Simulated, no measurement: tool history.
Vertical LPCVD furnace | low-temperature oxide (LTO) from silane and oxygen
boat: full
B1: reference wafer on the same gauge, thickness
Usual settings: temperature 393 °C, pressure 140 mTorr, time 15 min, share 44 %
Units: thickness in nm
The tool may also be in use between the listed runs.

run 1 hour=0 | temperature=393 pressure=140 time=15 share=44 | B1=79.04 | thickness=92.07
run 2 hour=83.5 | temperature=393 pressure=140 time=15 share=44 | B1=79.05 | thickness=91.89
run 3 hour=222.9 | temperature=393 pressure=140 time=15 share=44 | B1=79.05 | thickness=91.89
run 4 hour=261.8 | temperature=393 pressure=110 time=15 share=44 | B1=79.07 | thickness=72.19
run 5 hour=328.4 | temperature=393 pressure=140 time=15 share=44 | B1=79.07 | thickness=91.7
-- hour=396.4 thermocouples replaced and temperature profile calibrated
run 6 hour=396.9 | temperature=393 pressure=140 time=13.5 share=44 | B1=79.05 | thickness=79.96
run 7 hour=437.1 | temperature=393 pressure=140 time=13.5 share=44 | B1=79.11 | thickness=79.72
run 8 hour=472.6 | temperature=393 pressure=140 time=13.5 share=44 | B1=79.13 | thickness=80.36
-- hour=511.2 silane flow controller replaced
run 9 hour=514.1 | temperature=393 pressure=140 time=17 share=44 | B1=79.07 | thickness=105.36
run 10 hour=547.8 | temperature=393 pressure=130 time=15 share=44 | B1=79.07 | thickness=86.69
run 11 hour=602 | temperature=393 pressure=160 time=15 share=44 | B1=79.1 | thickness=106.7
run 12 hour=648.4 | temperature=393 pressure=160 time=15 share=44 | B1=79.16 | thickness=106.68
run 13 hour=697.6 | temperature=393 pressure=140 time=15 share=44 | B1=79.11 | thickness=93.4
run 14 hour=766.7 | temperature=393 pressure=140 time=15 share=44 | B1=79.07 | thickness=93.79
run 15 hour=795.6 | temperature=384 pressure=115 time=10.5 share=47 | B1=79.15 | thickness=52.18
run 16 hour=820.4 | temperature=393 pressure=150 time=15 share=38 | B1=79.1 | thickness=84.57
-- hour=848.5 gauge calibrated
run 17 hour=891.3 | temperature=393 pressure=170 time=20.5 share=44 | B1=79.06 | thickness=155.38
-- hour=956.1 pressure gauge zeroed
run 18 hour=956.6 | temperature=393 pressure=130 time=12.5 share=44 | B1=79.1 | thickness=72.3
run 19 hour=1016.6 | temperature=393 pressure=140 time=15 share=44 | B1=79.06 | thickness=93.97
run 20 hour=1139.3 | temperature=393 pressure=140 time=15 share=44 | B1=79.05 | thickness=93.71
run 21 hour=1175.1 | temperature=393 pressure=140 time=15 share=44 | B1=79.08 | thickness=93.95
run 22 hour=1220.4 | temperature=403 pressure=155 time=11 share=48 | B1=79.13 | thickness=92.44
run 23 hour=1253 | temperature=397 pressure=140 time=15 share=44 | B1=79.11 | thickness=98.12
run 24 hour=1304.9 | temperature=393 pressure=140 time=15 share=44 | B1=79.1 | thickness=94.27

The same runs without the tool's hidden state, with the same run-to-run variation:
The hidden state here: true tube temperature minus thermocouple reading, K; true pressure minus gauge reading, mTorr; deviation of the silane flow from its setpoint, %; gauge reads high (%).
run=1 thickness=91.89
run=2 thickness=91.79
run=3 thickness=91.93
run=4 thickness=72.25
run=5 thickness=91.85
run=6 thickness=82.47
run=7 thickness=82.18
run=8 thickness=82.8
run=9 thickness=104.03
run=10 thickness=85.53
run=11 thickness=105.13
run=12 thickness=105.01
run=13 thickness=91.84
run=14 thickness=92.1
run=15 thickness=51.26
run=16 thickness=82.71
run=17 thickness=152.24
run=18 thickness=70.77
run=19 thickness=91.9
run=20 thickness=91.49
run=21 thickness=91.69
run=22 thickness=90.45
run=23 thickness=95.72
run=24 thickness=91.87
